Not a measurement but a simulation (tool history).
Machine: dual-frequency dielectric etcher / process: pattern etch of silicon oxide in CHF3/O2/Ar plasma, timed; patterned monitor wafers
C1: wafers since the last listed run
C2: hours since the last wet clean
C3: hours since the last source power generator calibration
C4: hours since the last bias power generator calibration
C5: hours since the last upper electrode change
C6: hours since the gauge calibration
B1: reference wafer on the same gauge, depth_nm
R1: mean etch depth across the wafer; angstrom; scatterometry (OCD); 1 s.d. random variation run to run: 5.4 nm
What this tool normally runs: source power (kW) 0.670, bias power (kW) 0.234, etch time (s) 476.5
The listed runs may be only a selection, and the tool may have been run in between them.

{"run": 1, "hour": 0.0, "source power (kW)": 0.63, "bias power (kW)": 0.234, "etch time (s)": 476.5, "C1": 0, "C2": 157.6, "C3": 1851.7, "C4": 1578.6, "C5": 3803.8, "C6": 127.7, "B1": 1009.9, "R1": 10374}
{"run": 2, "hour": 15.1, "source power (kW)": 0.63, "bias power (kW)": 0.234, "etch time (s)": 476.5, "C1": 56, "C2": 172.7, "C3": 1866.8, "C4": 1593.7, "C5": 3818.9, "C6": 142.8, "B1": 1011.2, "R1": 10468}
{"run": 3, "hour": 33.1, "source power (kW)": 0.67, "bias power (kW)": 0.246, "etch time (s)": 476.5, "C1": 67, "C2": 190.7, "C3": 1884.8, "C4": 1611.7, "C5": 3836.9, "C6": 160.8, "B1": 1010.5, "R1": 10682}
{"run": 4, "hour": 44.4, "source power (kW)": 0.78, "bias power (kW)": 0.234, "etch time (s)": 476.5, "C1": 42, "C2": 202.0, "C3": 1896.1, "C4": 1623.0, "C5": 3848.2, "C6": 172.1, "B1": 1010.9, "R1": 11241}
{"run": 5, "hour": 56.4, "source power (kW)": 0.78, "bias power (kW)": 0.234, "etch time (s)": 476.5, "C1": 45, "C2": 214.0, "C3": 1908.1, "C4": 1635.0, "C5": 3860.2, "C6": 184.1, "B1": 1009.6, "R1": 11240}
{"run": 6, "hour": 62.8, "source power (kW)": 0.78, "bias power (kW)": 0.234, "etch time (s)": 476.5, "C1": 24, "C2": 220.4, "C3": 1914.5, "C4": 1641.4, "C5": 3866.6, "C6": 190.5, "B1": 1011.7, "R1": 11155}
{"run": 7, "hour": 77.9, "source power (kW)": 0.54, "bias power (kW)": 0.234, "etch time (s)": 476.5, "C1": 56, "C2": 235.5, "C3": 1929.6, "C4": 1656.5, "C5": 3881.7, "C6": 205.6, "B1": 1010.4, "R1": 9519}
{"run": 8, "hour": 84.4, "source power (kW)": 0.67, "bias power (kW)": 0.234, "etch time (s)": 514.0, "C1": 24, "C2": 242.0, "C3": 1936.1, "C4": 1663.0, "C5": 3888.2, "C6": 212.1, "B1": 1009.7, "R1": 11316}
{"run": 9, "hour": 129.7, "source power (kW)": 0.67, "bias power (kW)": 0.234, "etch time (s)": 514.0, "C1": 169, "C2": 287.3, "C3": 1981.4, "C4": 1708.3, "C5": 3933.5, "C6": 257.4, "B1": 1008.8, "R1": 11303}
{"hour": 130.8, "done": "gauge calibrated"}
{"run": 10, "hour": 136.7, "source power (kW)": 0.73, "bias power (kW)": 0.234, "etch time (s)": 476.5, "C1": 26, "C2": 294.3, "C3": 1988.4, "C4": 1715.3, "C5": 3940.5, "C6": 5.9, "B1": 1011.2, "R1": 10783}
{"run": 11, "hour": 143.4, "source power (kW)": 0.73, "bias power (kW)": 0.234, "etch time (s)": 476.5, "C1": 25, "C2": 301.0, "C3": 1995.1, "C4": 1722.0, "C5": 3947.2, "C6": 12.6, "B1": 1009.2, "R1": 10785}
{"run": 12, "hour": 157.0, "source power (kW)": 0.73, "bias power (kW)": 0.234, "etch time (s)": 476.5, "C1": 51, "C2": 314.6, "C3": 2008.7, "C4": 1735.6, "C5": 3960.8, "C6": 26.2, "B1": 1011.3, "R1": 10646}
{"run": 13, "hour": 168.7, "source power (kW)": 0.67, "bias power (kW)": 0.234, "etch time (s)": 476.5, "C1": 43, "C2": 326.3, "C3": 2020.4, "C4": 1747.3, "C5": 3972.5, "C6": 37.9, "B1": 1009.0, "R1": 10505}
{"hour": 198.4, "done": "upper electrode replaced"}
{"hour": 213.0, "done": "source power generator calibrated"}
{"hour": 217.2, "done": "wet clean of the chamber"}
{"hour": 219.3, "done": "bias power generator calibrated"}
{"run": 14, "hour": 219.8, "source power (kW)": 0.58, "bias power (kW)": 0.257, "etch time (s)": 539.0, "C1": 62, "C2": 2.6, "C3": 6.8, "C4": 0.5, "C5": 21.4, "C6": 89.0, "B1": 1011.7, "R1": 11916}
{"run": 15, "hour": 220.3, "source power (kW)": 0.67, "bias power (kW)": 0.208, "etch time (s)": 407.0, "C1": 1, "C2": 3.1, "C3": 7.3, "C4": 1.0, "C5": 21.9, "C6": 89.5, "B1": 1008.4, "R1": 9163}
{"run": 16, "hour": 220.7, "source power (kW)": 0.55, "bias power (kW)": 0.276, "etch time (s)": 358.5, "C1": 1, "C2": 3.5, "C3": 7.7, "C4": 1.4, "C5": 22.3, "C6": 89.9, "B1": 1010.6, "R1": 7752}
{"run": 17, "hour": 221.2, "source power (kW)": 0.79, "bias power (kW)": 0.234, "etch time (s)": 476.5, "C1": 1, "C2": 4.0, "C3": 8.2, "C4": 1.9, "C5": 22.8, "C6": 90.4, "B1": 1010.7, "R1": 11692}
{"run": 18, "hour": 233.3, "source power (kW)": 0.58, "bias power (kW)": 0.234, "etch time (s)": 476.5, "C1": 45, "C2": 16.1, "C3": 20.3, "C4": 14.0, "C5": 34.9, "C6": 102.5, "B1": 1011.4, "R1": 10251}
{"run": 19, "hour": 250.5, "source power (kW)": 0.67, "bias power (kW)": 0.234, "etch time (s)": 476.5, "C1": 64, "C2": 33.3, "C3": 37.5, "C4": 31.2, "C5": 52.1, "C6": 119.7, "B1": 1010.7, "R1": 10772}
{"run": 20, "hour": 260.4, "source power (kW)": 0.57, "bias power (kW)": 0.274, "etch time (s)": 420.5, "C1": 37, "C2": 43.2, "C3": 47.4, "C4": 41.1, "C5": 62.0, "C6": 129.6, "B1": 1011.1, "R1": 9226}
{"run": 21, "hour": 270.6, "source power (kW)": 0.67, "bias power (kW)": 0.188, "etch time (s)": 523.5, "C1": 38, "C2": 53.4, "C3": 57.6, "C4": 51.3, "C5": 72.2, "C6": 139.8, "B1": 1010.7, "R1": 11489}
{"run": 22, "hour": 280.4, "source power (kW)": 0.54, "bias power (kW)": 0.212, "etch time (s)": 546.0, "C1": 36, "C2": 63.2, "C3": 67.4, "C4": 61.1, "C5": 82.0, "C6": 149.6, "B1": 1010.2, "R1": 11082}
{"run": 23, "hour": 286.8, "source power (kW)": 0.67, "bias power (kW)": 0.234, "etch time (s)": 476.5, "C1": 24, "C2": 69.6, "C3": 73.8, "C4": 67.5, "C5": 88.4, "C6": 156.0, "B1": 1012.6, "R1": 10825}
{"run": 24, "hour": 296.3, "source power (kW)": 0.67, "bias power (kW)": 0.234, "etch time (s)": 476.5, "C1": 35, "C2": 79.1, "C3": 83.3, "C4": 77.0, "C5": 97.9, "C6": 165.5, "B1": 1008.1, "R1": 10818}

What will run 25 give?
{"run": 25, "hour": 305.6, "source power (kW)": 0.79, "bias power (kW)": 0.179, "etch time (s)": 413.0, "C1": 34, "C2": 88.4, "C3": 92.6, "C4": 86.3, "C5": 107.2, "C6": 174.8, "B1": "?", "R1": "?"}

{"run 25": {"B1": 1008.8, "R1": 9648}}
The same run, on a tool lacking any hidden state, would have yielded R1 9733 angstrom.
